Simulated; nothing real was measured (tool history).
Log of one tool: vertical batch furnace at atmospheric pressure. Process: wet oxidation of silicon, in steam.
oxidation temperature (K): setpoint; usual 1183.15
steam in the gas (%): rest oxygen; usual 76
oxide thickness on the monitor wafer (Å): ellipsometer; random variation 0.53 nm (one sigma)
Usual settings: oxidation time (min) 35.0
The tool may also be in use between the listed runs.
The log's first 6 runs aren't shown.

| run | hour | oxidation temperature (K) | oxidation time (min) | steam in the gas (%) | read-back reference wafer on the same gauge, thickness | oxide thickness on the monitor wafer (Å) |
|---|---|---|---|---|---|---|
|  | 626.7 | gauge calibrated |
| 7 | 632.2 | 1183.15 | 35.0 | 76 | 164.06 | 1651.3 |
| 8 | 696.9 | 1183.15 | 35.0 | 76 | 163.88 | 1648.9 |
|  | 730.2 | thermocouples replaced and temperature profile calibrated |
| 9 | 803.8 | 1183.15 | 35.0 | 76 | 164.17 | 1627.7 |
| 10 | 871.9 | 1183.15 | 35.0 | 76 | 163.95 | 1616.9 |
| 11 | 955.5 | 1183.15 | 35.0 | 76 | 163.82 | 1624.5 |
| 12 | 1053.8 | 1191.15 | 24.0 | 76 | 164.06 | 1365.9 |
| 13 | 1109.0 | 1191.15 | 24.0 | 76 | 164.05 | 1367.9 |
| 14 | 1172.0 | 1191.15 | 24.0 | 76 | 164.02 | 1368.5 |
| 15 | 1209.3 | 1183.15 | 48.5 | 76 | 163.92 | 2031.1 |
| 16 | 1277.2 | 1193.15 | 35.0 | 80 | 164.05 | 1831.3 |
| 17 | 1324.2 | 1183.15 | 23.5 | 76 | 163.85 | 1272.1 |
| 18 | 1390.9 | 1207.15 | 52.0 | 70 | 163.95 | 2414.1 |
|  | 1420.7 | steam generator serviced |
| 19 | 1459.9 | 1183.15 | 24.5 | 85 | 164.19 | 1432.2 |
| 20 | 1514.6 | 1158.15 | 25.0 | 85 | 163.98 | 1157.6 |
| 21 | 1596.1 | 1194.15 | 41.0 | 82 | 163.96 | 2150.9 |
| 22 | 1696.8 | 1205.15 | 47.0 | 69 | 164.02 | 2285.4 |
| 23 | 1770.0 | 1183.15 | 35.0 | 76 | 163.86 | 1677.2 |
| 24 | 1815.2 | 1183.15 | 50.0 | 66 | 164.06 | 1925.6 |
| 25 | 2134.2 | 1171.15 | 44.0 | 64 | 164.05 | 1560.8 |
| 26 | 2231.8 | 1183.15 | 35.0 | 76 | 163.82 | 1670.1 |
| 27 | 2303.6 | 1183.15 | 35.0 | 76 | 164.18 | 1665.4 |
| 28 | 2374.4 | 1165.15 | 22.0 | 68 | 164.18 | 1003.6 |

Run 29 comes next. What will it give?
| 29 | 2419.4 | 1183.15 | 19.5 | 87 | ? | ? |

Run 29 gave read-back reference wafer on the same gauge, thickness 163.95, oxide thickness on the monitor wafer (Å) 1252.6.
Without the tool's hidden state the same run would have given oxide thickness on the monitor wafer (Å) 1254.5.
